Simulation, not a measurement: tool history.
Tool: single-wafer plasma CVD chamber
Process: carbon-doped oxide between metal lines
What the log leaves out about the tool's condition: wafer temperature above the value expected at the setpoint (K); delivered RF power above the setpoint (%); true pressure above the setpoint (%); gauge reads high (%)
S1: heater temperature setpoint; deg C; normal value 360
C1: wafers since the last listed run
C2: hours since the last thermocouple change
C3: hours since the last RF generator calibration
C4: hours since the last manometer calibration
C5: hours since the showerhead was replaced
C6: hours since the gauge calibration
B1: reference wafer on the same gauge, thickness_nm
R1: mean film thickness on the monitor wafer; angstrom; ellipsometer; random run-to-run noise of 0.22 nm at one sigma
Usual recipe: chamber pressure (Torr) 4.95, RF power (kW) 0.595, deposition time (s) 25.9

{"run": 1, "hour": 0.0, "S1": 360, "chamber pressure (Torr)": 4.95, "RF power (kW)": 0.67, "deposition time (s)": 25.9, "C1": 0, "C2": 1389.9, "C3": 1874.8, "C4": 1598.2, "C5": 5003.7, "C6": 76.4, "B1": 168.964, "R1": 1499.77}
{"run": 2, "hour": 11.6, "S1": 360, "chamber pressure (Torr)": 4.27, "RF power (kW)": 0.595, "deposition time (s)": 25.9, "C1": 201, "C2": 1401.5, "C3": 1886.4, "C4": 1609.8, "C5": 5015.3, "C6": 88, "B1": 169.105, "R1": 1306.09}
{"run": 3, "hour": 21.2, "S1": 360, "chamber pressure (Torr)": 4.95, "RF power (kW)": 0.595, "deposition time (s)": 25.9, "C1": 166, "C2": 1411.1, "C3": 1896, "C4": 1619.4, "C5": 5024.9, "C6": 97.6, "B1": 168.993, "R1": 1338.47}
{"run": 4, "hour": 31.5, "S1": 360, "chamber pressure (Torr)": 4.95, "RF power (kW)": 0.595, "deposition time (s)": 25.9, "C1": 178, "C2": 1421.4, "C3": 1906.3, "C4": 1629.7, "C5": 5035.2, "C6": 107.9, "B1": 169.024, "R1": 1339.07}
{"run": 5, "hour": 40.8, "S1": 360, "chamber pressure (Torr)": 4.95, "RF power (kW)": 0.595, "deposition time (s)": 25.9, "C1": 161, "C2": 1430.7, "C3": 1915.6, "C4": 1639, "C5": 5044.5, "C6": 117.2, "B1": 168.936, "R1": 1337.69}
{"run": 6, "hour": 52.8, "S1": 360, "chamber pressure (Torr)": 4.95, "RF power (kW)": 0.595, "deposition time (s)": 25.9, "C1": 208, "C2": 1442.7, "C3": 1927.6, "C4": 1651, "C5": 5056.5, "C6": 129.2, "B1": 169.074, "R1": 1340.32}
{"run": 7, "hour": 67.6, "S1": 360, "chamber pressure (Torr)": 4.95, "RF power (kW)": 0.595, "deposition time (s)": 25.9, "C1": 256, "C2": 1457.5, "C3": 1942.4, "C4": 1665.8, "C5": 5071.3, "C6": 144, "B1": 168.923, "R1": 1334.42}
{"hour": 86.4, "done": "capacitance manometer re-zeroed and calibrated"}
{"run": 8, "hour": 86.9, "S1": 360, "chamber pressure (Torr)": 4.95, "RF power (kW)": 0.595, "deposition time (s)": 25.9, "C1": 195, "C2": 1476.8, "C3": 1961.7, "C4": 0.5, "C5": 5090.6, "C6": 163.3, "B1": 168.973, "R1": 1336.49}
{"run": 9, "hour": 94.8, "S1": 347, "chamber pressure (Torr)": 4.95, "RF power (kW)": 0.525, "deposition time (s)": 27.7, "C1": 136, "C2": 1484.7, "C3": 1969.6, "C4": 8.4, "C5": 5098.5, "C6": 171.2, "B1": 169.016, "R1": 1281.77}
{"hour": 104.8, "done": "thermocouple changed; heater temperature recalibrated"}
{"run": 10, "hour": 105.3, "S1": 368, "chamber pressure (Torr)": 6.09, "RF power (kW)": 0.595, "deposition time (s)": 23.2, "C1": 43, "C2": 0.5, "C3": 1980.1, "C4": 18.9, "C5": 5109, "C6": 181.7, "B1": 169.04, "R1": 1211.74}
{"run": 11, "hour": 118.8, "S1": 360, "chamber pressure (Torr)": 4.95, "RF power (kW)": 0.69, "deposition time (s)": 25.9, "C1": 234, "C2": 14, "C3": 1993.6, "C4": 32.4, "C5": 5122.5, "C6": 195.2, "B1": 168.977, "R1": 1528.99}
{"hour": 128.2, "done": "gauge calibrated"}
{"hour": 129.7, "done": "showerhead replaced"}
{"hour": 137.0, "done": "RF generator calibrated"}
{"run": 12, "hour": 137.5, "S1": 354, "chamber pressure (Torr)": 4.95, "RF power (kW)": 0.715, "deposition time (s)": 25.9, "C1": 59, "C2": 32.7, "C3": 0.5, "C4": 51.1, "C5": 7.8, "C6": 9.3, "B1": 168.921, "R1": 1712.58}
{"run": 13, "hour": 143.7, "S1": 360, "chamber pressure (Torr)": 4.95, "RF power (kW)": 0.595, "deposition time (s)": 25.9, "C1": 107, "C2": 38.9, "C3": 6.7, "C4": 57.3, "C5": 14, "C6": 15.5, "B1": 168.985, "R1": 1426.05}
{"run": 14, "hour": 160.9, "S1": 355, "chamber pressure (Torr)": 4.95, "RF power (kW)": 0.595, "deposition time (s)": 25.9, "C1": 298, "C2": 56.1, "C3": 23.9, "C4": 74.5, "C5": 31.2, "C6": 32.7, "B1": 168.95, "R1": 1439.24}
{"run": 15, "hour": 176.1, "S1": 372, "chamber pressure (Torr)": 5.5, "RF power (kW)": 0.595, "deposition time (s)": 25.9, "C1": 263, "C2": 71.3, "C3": 39.1, "C4": 89.7, "C5": 46.4, "C6": 47.9, "B1": 169.061, "R1": 1414.17}

Run 16 has not been measured yet. What should we expect?
{"run": 16, "hour": 193.9, "S1": 347, "chamber pressure (Torr)": 4.95, "RF power (kW)": 0.595, "deposition time (s)": 25.9, "C1": 308, "C2": 89.1, "C3": 56.9, "C4": 107.5, "C5": 64.2, "C6": 65.7, "B1": "?", "R1": "?"}

B1: 169.067
R1: 1466.97 angstrom
On a tool with no hidden condition, and with the same random variation, this run would have come out at R1 1489.08 angstrom.

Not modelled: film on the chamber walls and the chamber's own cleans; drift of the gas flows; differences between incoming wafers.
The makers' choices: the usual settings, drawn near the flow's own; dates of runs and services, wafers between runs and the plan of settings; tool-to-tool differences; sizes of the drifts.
